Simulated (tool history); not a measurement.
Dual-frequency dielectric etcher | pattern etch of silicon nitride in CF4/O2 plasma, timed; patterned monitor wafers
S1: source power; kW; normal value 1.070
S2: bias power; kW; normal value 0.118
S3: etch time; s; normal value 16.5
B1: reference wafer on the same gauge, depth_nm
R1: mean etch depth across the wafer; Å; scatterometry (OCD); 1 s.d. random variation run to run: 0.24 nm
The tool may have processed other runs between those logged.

{"run": 1, "hour": 0.0, "S1": 1.07, "S2": 0.118, "S3": 16.5, "B1": 42.4, "R1": 501}
{"run": 2, "hour": 10.6, "S1": 1.07, "S2": 0.118, "S3": 16.5, "B1": 42.4, "R1": 500}
{"run": 3, "hour": 19.3, "S1": 1.07, "S2": 0.118, "S3": 16.5, "B1": 42.4, "R1": 498}
{"hour": 24.1, "done": "gauge calibrated"}
{"run": 4, "hour": 26.8, "S1": 1.07, "S2": 0.118, "S3": 16.5, "B1": 42.4, "R1": 497}
{"run": 5, "hour": 37.3, "S1": 1.07, "S2": 0.118, "S3": 16.5, "B1": 42.4, "R1": 492}
{"run": 6, "hour": 48.1, "S1": 1.27, "S2": 0.118, "S3": 15.0, "B1": 42.4, "R1": 544}
{"run": 7, "hour": 64.7, "S1": 1.07, "S2": 0.118, "S3": 16.5, "B1": 42.4, "R1": 501}
{"run": 8, "hour": 78.9, "S1": 1.07, "S2": 0.118, "S3": 16.5, "B1": 42.4, "R1": 496}
{"hour": 94.0, "done": "source power generator calibrated"}
{"hour": 114.6, "done": "upper electrode replaced"}
{"run": 9, "hour": 115.1, "S1": 1.07, "S2": 0.118, "S3": 16.5, "B1": 42.4, "R1": 492}
{"run": 10, "hour": 115.4, "S1": 1.07, "S2": 0.118, "S3": 16.5, "B1": 42.4, "R1": 494}
{"run": 11, "hour": 120.1, "S1": 0.87, "S2": 0.14, "S3": 12.0, "B1": 42.3, "R1": 303}
{"hour": 145.5, "done": "wet clean of the chamber"}
{"run": 12, "hour": 146.0, "S1": 1.19, "S2": 0.133, "S3": 16.5, "B1": 42.4, "R1": 555}
{"run": 13, "hour": 146.4, "S1": 0.86, "S2": 0.089, "S3": 11.5, "B1": 42.4, "R1": 246}
{"run": 14, "hour": 158.1, "S1": 1.07, "S2": 0.118, "S3": 21.5, "B1": 42.4, "R1": 627}
{"run": 15, "hour": 166.6, "S1": 1.07, "S2": 0.118, "S3": 16.5, "B1": 42.4, "R1": 478}
{"hour": 180.2, "done": "gauge calibrated"}
{"hour": 192.7, "done": "wet clean of the chamber, repeated, since the last time left the tool worse"}
{"hour": 203.8, "done": "bias power generator calibrated"}
{"run": 16, "hour": 205.6, "S1": 1.07, "S2": 0.118, "S3": 16.5, "B1": 42.4, "R1": 513}
{"run": 17, "hour": 217.8, "S1": 0.89, "S2": 0.105, "S3": 21.0, "B1": 42.4, "R1": 520}
{"run": 18, "hour": 257.3, "S1": 1.32, "S2": 0.14, "S3": 16.5, "B1": 42.4, "R1": 663}
{"run": 19, "hour": 281.7, "S1": 0.98, "S2": 0.147, "S3": 21.0, "B1": 42.4, "R1": 626}
{"run": 20, "hour": 294.4, "S1": 0.82, "S2": 0.118, "S3": 16.5, "B1": 42.4, "R1": 382}

Below are 3 alternative next runs, each starting from the tool's condition after run 20. Predict each:
{"run": "A", "hour": 294.8, "S1": 1.07, "S2": 0.102, "S3": 16.5, "B1": "?", "R1": "?"}
{"run": "B", "hour": 294.8, "S1": 1.19, "S2": 0.118, "S3": 20.5, "B1": "?", "R1": "?"}
{"run": "C", "hour": 294.8, "S1": 0.93, "S2": 0.144, "S3": 16.5, "B1": "?", "R1": "?"}

run=A B1=42.4 R1=492
run=B B1=42.4 R1=707
run=C B1=42.4 R1=460
Take away the tool's hidden state, keep each run's random variation, and the runs would have read:
run=A R1=495
run=B R1=711
run=C R1=463
